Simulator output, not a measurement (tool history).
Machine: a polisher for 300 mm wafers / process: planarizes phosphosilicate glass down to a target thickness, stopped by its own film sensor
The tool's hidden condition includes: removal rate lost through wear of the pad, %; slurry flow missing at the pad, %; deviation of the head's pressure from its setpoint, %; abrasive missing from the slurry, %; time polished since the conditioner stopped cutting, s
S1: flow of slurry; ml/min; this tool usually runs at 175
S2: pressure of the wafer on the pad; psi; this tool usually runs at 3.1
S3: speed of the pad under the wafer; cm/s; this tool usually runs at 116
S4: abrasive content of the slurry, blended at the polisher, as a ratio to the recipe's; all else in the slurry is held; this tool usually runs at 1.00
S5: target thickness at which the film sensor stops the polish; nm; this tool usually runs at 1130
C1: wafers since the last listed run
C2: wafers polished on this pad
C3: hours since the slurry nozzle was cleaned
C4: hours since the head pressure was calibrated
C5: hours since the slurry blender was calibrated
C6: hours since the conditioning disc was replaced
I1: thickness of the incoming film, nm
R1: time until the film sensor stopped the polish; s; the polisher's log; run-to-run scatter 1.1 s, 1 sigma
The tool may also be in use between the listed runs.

| run | day | S1 | S2 | S3 | S4 | S5 | C1 | C2 | C3 | C4 | C5 | C6 | I1 | R1 |
|---|---|---|---|---|---|---|---|---|---|---|---|---|---|---|
| 1 | 0.000 | 175 | 3.1 | 116 | 1.00 | 1130 | 0 | 1058 | 479.5 | 388.2 | 168.1 | 57.9 | 1894.1 | 104.6 |
| 2 | 1.117 | 175 | 3.6 | 116 | 1.00 | 1130 | 285 | 1344 | 506.3 | 415.0 | 194.9 | 84.7 | 1858.4 | 91.2 |
|  | 1.329 | worn pad replaced by a new one |
| 3 | 2.242 | 175 | 3.6 | 116 | 1.00 | 1130 | 245 | 233 | 533.3 | 442.0 | 221.9 | 111.7 | 1882.1 | 89.1 |
|  | 2.717 | head pressure recalibrated |
| 4 | 3.008 | 175 | 3.6 | 116 | 1.00 | 1130 | 175 | 408 | 551.7 | 7.0 | 240.3 | 130.1 | 1897.3 | 92.9 |
|  | 3.250 | slurry blender recalibrated |
| 5 | 3.783 | 175 | 3.1 | 116 | 1.00 | 1130 | 177 | 585 | 570.3 | 25.6 | 12.8 | 148.7 | 1881.7 | 96.0 |
| 6 | 4.871 | 175 | 3.1 | 116 | 1.00 | 1282 | 278 | 864 | 596.4 | 51.7 | 38.9 | 174.8 | 1887.6 | 79.9 |
| 7 | 6.067 | 155 | 3.1 | 116 | 0.90 | 1130 | 306 | 1170 | 625.1 | 80.4 | 67.6 | 203.5 | 1856.2 | 102.7 |
|  | 6.429 | worn pad replaced by a new one |
| 8 | 7.492 | 155 | 3.1 | 116 | 0.90 | 1130 | 322 | 272 | 659.3 | 114.6 | 101.8 | 237.7 | 1836.6 | 99.3 |
|  | 9.904 | conditioning disc replaced and pad reconditioned |
|  | 11.908 | worn pad replaced by a new one |
| 9 | 11.929 | 215 | 3.1 | 116 | 1.00 | 1130 | 1072 | 5 | 765.8 | 221.1 | 208.3 | 48.6 | 1897.5 | 96.1 |
| 10 | 12.717 | 215 | 3.1 | 116 | 1.00 | 1130 | 201 | 207 | 784.7 | 240.0 | 227.2 | 67.5 | 1881.0 | 98.2 |
|  | 13.146 | slurry blender recalibrated |
| 11 | 13.875 | 215 | 3.1 | 116 | 1.00 | 1130 | 275 | 482 | 812.5 | 267.8 | 17.5 | 95.3 | 1909.7 | 96.8 |
| 12 | 14.575 | 120 | 3.1 | 88 | 1.20 | 991 | 179 | 662 | 829.3 | 284.6 | 34.3 | 112.1 | 1903.3 | 147.5 |
| 13 | 16.054 | 205 | 3.1 | 88 | 0.80 | 1020 | 378 | 1040 | 864.8 | 320.1 | 69.8 | 147.6 | 1871.5 | 153.5 |
|  | 16.838 | slurry nozzle cleaned |
|  | 17.183 | worn pad replaced by a new one |
| 14 | 17.204 | 175 | 3.1 | 116 | 0.75 | 1130 | 241 | 5 | 8.8 | 347.7 | 97.4 | 175.2 | 1897.8 | 109.9 |
| 15 | 18.300 | 125 | 3.1 | 116 | 1.00 | 1203 | 280 | 285 | 35.1 | 374.0 | 123.7 | 201.5 | 1903.3 | 98.7 |
| 16 | 19.292 | 175 | 3.1 | 116 | 1.00 | 1130 | 253 | 539 | 58.9 | 397.8 | 147.5 | 225.3 | 1879.2 | 100.7 |
| 17 | 19.996 | 175 | 3.1 | 116 | 1.10 | 1130 | 180 | 720 | 75.8 | 414.7 | 164.4 | 242.2 | 1897.3 | 101.1 |
| 18 | 21.075 | 200 | 2.6 | 116 | 1.30 | 1130 | 276 | 996 | 101.7 | 440.6 | 190.3 | 268.1 | 1881.0 | 107.1 |
|  | 22.383 | worn pad replaced by a new one |
|  | 22.525 | conditioning disc replaced and pad reconditioned |
|  | 22.729 | head pressure recalibrated |
|  | 23.442 | slurry blender recalibrated |
| 19 | 23.717 | 150 | 3.1 | 116 | 1.00 | 1241 | 569 | 277 | 165.1 | 23.7 | 6.6 | 28.6 | 1905.2 | 83.8 |
| 20 | 24.950 | 150 | 3.1 | 116 | 1.00 | 1241 | 315 | 593 | 194.7 | 53.3 | 36.2 | 58.2 | 1849.7 | 79.3 |
| 21 | 25.929 | 220 | 3.1 | 116 | 0.75 | 1130 | 250 | 844 | 218.2 | 76.8 | 59.7 | 81.7 | 1887.6 | 109.6 |
| 22 | 27.088 | 175 | 3.1 | 144 | 1.00 | 1130 | 296 | 1140 | 246.0 | 104.6 | 87.5 | 109.5 | 1906.0 | 87.0 |
|  | 28.012 | worn pad replaced by a new one |
| 23 | 28.546 | 215 | 3.1 | 116 | 1.00 | 1130 | 330 | 136 | 281.0 | 139.6 | 122.5 | 144.5 | 1879.5 | 92.4 |

Some steps in R1 between neighbouring runs. How much of each would the tool show without its hidden state too (settings, what came in, random variation), and how much is left for the hidden state, with any gauge scatter that isn't in both results?
Run 11 -> 12: S1 215 -> 120, S3 116 -> 88, S4 1.00 -> 1.20, S5 1130 -> 991. R1 +50.7 s: hidden state +6.1, all else +44.6.
Run 13 -> 14: S1 205 -> 175, S3 88 -> 116, S4 0.80 -> 0.75, S5 1020 -> 1130, slurry nozzle cleaned, worn pad replaced by a new one. R1 -43.6 s: hidden state -12.6, all else -31.0.
Run 18 -> 19: S1 200 -> 150, S2 2.6 -> 3.1, S4 1.30 -> 1.00, S5 1130 -> 1241, worn pad replaced by a new one, conditioning disc replaced and pad reconditioned, head pressure recalibrated, slurry blender recalibrated. R1 -23.3 s: hidden state -12.7, all else -10.6.
